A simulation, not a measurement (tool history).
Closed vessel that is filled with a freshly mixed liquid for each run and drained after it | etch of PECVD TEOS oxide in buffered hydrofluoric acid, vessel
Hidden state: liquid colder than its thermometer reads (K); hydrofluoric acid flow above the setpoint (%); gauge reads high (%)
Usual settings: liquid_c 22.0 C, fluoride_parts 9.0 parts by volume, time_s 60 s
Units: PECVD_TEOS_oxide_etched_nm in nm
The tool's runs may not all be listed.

run	hour	liquid_c	fluoride_parts	time_s	wafers since the last listed run	hours since the thermometer was replaced	hours since the hydrofluoric acid flow meter was replaced	hours since the gauge calibration	read-back film thickness of the PECVD TEOS oxide reference wafer, read on the same gauge (nm)	PECVD_TEOS_oxide_etched_nm
1	0.0	22.0	9.0	35	0	946.1	180.8	262.1	119.99	58.97
2	22.5	22.0	9.0	35	2951	968.6	203.3	284.6	120.00	58.82
3	55.6	22.0	9.0	35	4341	1001.7	236.4	317.7	119.99	59.21
4	87.1	25.0	9.0	60	4131	1033.2	267.9	349.2	120.01	119.56
5	113.9	25.0	9.0	60	3515	1060.0	294.7	376.0	120.01	120.67
6	135.0	25.0	9.0	60	2767	1081.1	315.8	397.1	120.00	119.67
7	153.0	22.0	9.0	40	2360	1099.1	333.8	415.1	120.01	67.97
8	166.5	22.0	9.0	40	1770	1112.6	347.3	428.6	119.98	67.70
9	197.2	22.0	9.0	40	4026	1143.3	378.0	459.3	120.00	68.10
10	231.1	22.0	9.0	60	4446	1177.2	411.9	493.2	120.00	103.34
# hour 239.3: gauge calibrated
11	273.0	22.0	10.0	60	5495	1219.1	453.8	33.7	120.01	94.73
12	298.9	22.0	10.0	60	3397	1245.0	479.7	59.6	120.00	95.24
13	323.4	22.0	10.0	60	3213	1269.5	504.2	84.1	120.03	94.80
14	348.0	22.0	7.0	60	3226	1294.1	528.8	108.7	119.97	133.90
15	374.7	22.0	7.0	60	3502	1320.8	555.5	135.4	119.98	135.04
16	387.0	22.0	9.0	60	1613	1333.1	567.8	147.7	119.99	102.80
17	401.9	26.0	7.5	60	1954	1348.0	582.7	162.6	119.99	155.56
18	426.1	19.5	9.0	60	3174	1372.2	606.9	186.8	119.99	89.55
19	455.2	25.5	12.0	60	3816	1401.3	636.0	215.9	120.02	96.64
20	471.3	27.0	9.0	40	2111	1417.4	652.1	232.0	120.02	90.39
21	506.8	22.0	9.0	60	4656	1452.9	687.6	267.5	119.99	102.91
# hour 530.9: hydrofluoric acid flow meter replaced
22	533.9	23.5	10.0	95	3423	1480.0	3.0	294.6	120.01	165.38
23	551.4	27.0	9.0	60	2295	1497.5	20.5	312.1	120.00	139.84
# hour 553.0: thermometer replaced
24	572.9	18.5	10.5	60	2688	19.9	42.0	333.6	120.01	77.06
25	594.8	23.5	9.0	35	2872	41.8	63.9	355.5	120.02	66.81
26	618.1	22.0	9.0	60	3056	65.1	87.2	378.8	120.01	106.13
# hour 637.6: hydrofluoric acid flow meter replaced, repeated, since the last time left the tool worse
27	641.4	24.5	9.0	90	2924	88.4	3.8	402.1	120.00	174.48
28	734.2	17.0	6.5	35	12171	181.2	96.6	494.9	120.02	62.26
29	754.1	22.0	9.0	75	2610	201.1	116.5	514.8	120.02	126.22
# hour 778.6: gauge calibrated
30	790.1	25.0	6.5	35	4721	237.1	152.5	11.5	119.99	97.43

3 ways to go on from here, each from the tool as it stands after run 30. What would each give?
A	790.8	22.0	9.0	60	91	237.8	153.2	12.2	?	?
B	790.8	18.5	11.0	60	91	237.8	153.2	12.2	?	?
C	790.8	23.5	7.5	60	91	237.8	153.2	12.2	?	?

run	read-back film thickness of the PECVD TEOS oxide reference wafer, read on the same gauge (nm)	PECVD_TEOS_oxide_etched_nm
A	119.98	101.10
B	119.98	70.85
C	119.98	133.76
Without the tool's hidden state the same runs would have given:
run	PECVD_TEOS_oxide_etched_nm
A	100.37
B	70.39
C	132.80

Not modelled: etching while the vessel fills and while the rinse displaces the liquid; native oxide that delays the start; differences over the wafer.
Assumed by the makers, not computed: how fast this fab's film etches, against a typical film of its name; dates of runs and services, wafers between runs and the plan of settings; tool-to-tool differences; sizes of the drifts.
